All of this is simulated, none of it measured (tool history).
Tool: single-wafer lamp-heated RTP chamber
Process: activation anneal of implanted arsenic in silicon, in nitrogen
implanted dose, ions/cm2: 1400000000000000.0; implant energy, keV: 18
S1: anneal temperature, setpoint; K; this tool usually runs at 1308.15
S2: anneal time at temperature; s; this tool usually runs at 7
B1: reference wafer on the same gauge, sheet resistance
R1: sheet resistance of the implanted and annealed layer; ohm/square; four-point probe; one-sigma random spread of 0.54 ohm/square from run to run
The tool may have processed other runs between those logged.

run,hour,S1,S2,B1,R1
1,0.0,1308.15,5,120.29,136.27
# hour 82.6: reflector plate cleaned
2,286.6,1308.15,5,120.28,136.35
3,332.2,1308.15,5,120.57,136.44
# hour 368.4: pyrometer window cleaned and pyrometer calibrated
4,409.9,1308.15,7,120.56,130.84
5,502.8,1308.15,7,120.47,131.51
6,576.8,1289.15,4,120.55,147.57
7,632.8,1289.15,4,120.47,147.89
8,716.2,1289.15,4,120.56,148.90
# hour 769.2: reflector plate cleaned
9,769.7,1308.15,7,120.55,130.79
10,817.6,1308.15,7,120.45,129.88
11,909.4,1308.15,7,120.67,131.68
# hour 963.7: pyrometer window cleaned and pyrometer calibrated
12,993.4,1308.15,7,120.71,131.60
13,1090.3,1308.15,7,120.76,131.58
# hour 1152.6: gauge calibrated
14,1160.6,1308.15,7,114.97,124.97
15,1224.9,1308.15,9,115.40,122.12
16,1326.9,1308.15,9,115.74,122.91
# hour 1367.2: reflector plate cleaned
17,1367.7,1331.15,9,115.95,113.38
18,1577.6,1308.15,7,116.80,126.86
# hour 1589.2: pyrometer window cleaned and pyrometer calibrated
19,1643.7,1332.15,7,117.28,118.62
20,1746.9,1308.15,7,117.48,127.60
21,1799.6,1308.15,7,117.46,128.29
22,1879.2,1330.15,10,117.77,114.08
23,1960.3,1308.15,7,118.10,128.23

Expected results for the next run?
# hour 2013.4: reflector plate cleaned
24,2017.4,1321.15,6,?,?

For run 24 the tool returned B1 117.97, R1 124.32 ohm/square.
With no hidden state in the tool, this same run would have given R1 121.02 ohm/square.

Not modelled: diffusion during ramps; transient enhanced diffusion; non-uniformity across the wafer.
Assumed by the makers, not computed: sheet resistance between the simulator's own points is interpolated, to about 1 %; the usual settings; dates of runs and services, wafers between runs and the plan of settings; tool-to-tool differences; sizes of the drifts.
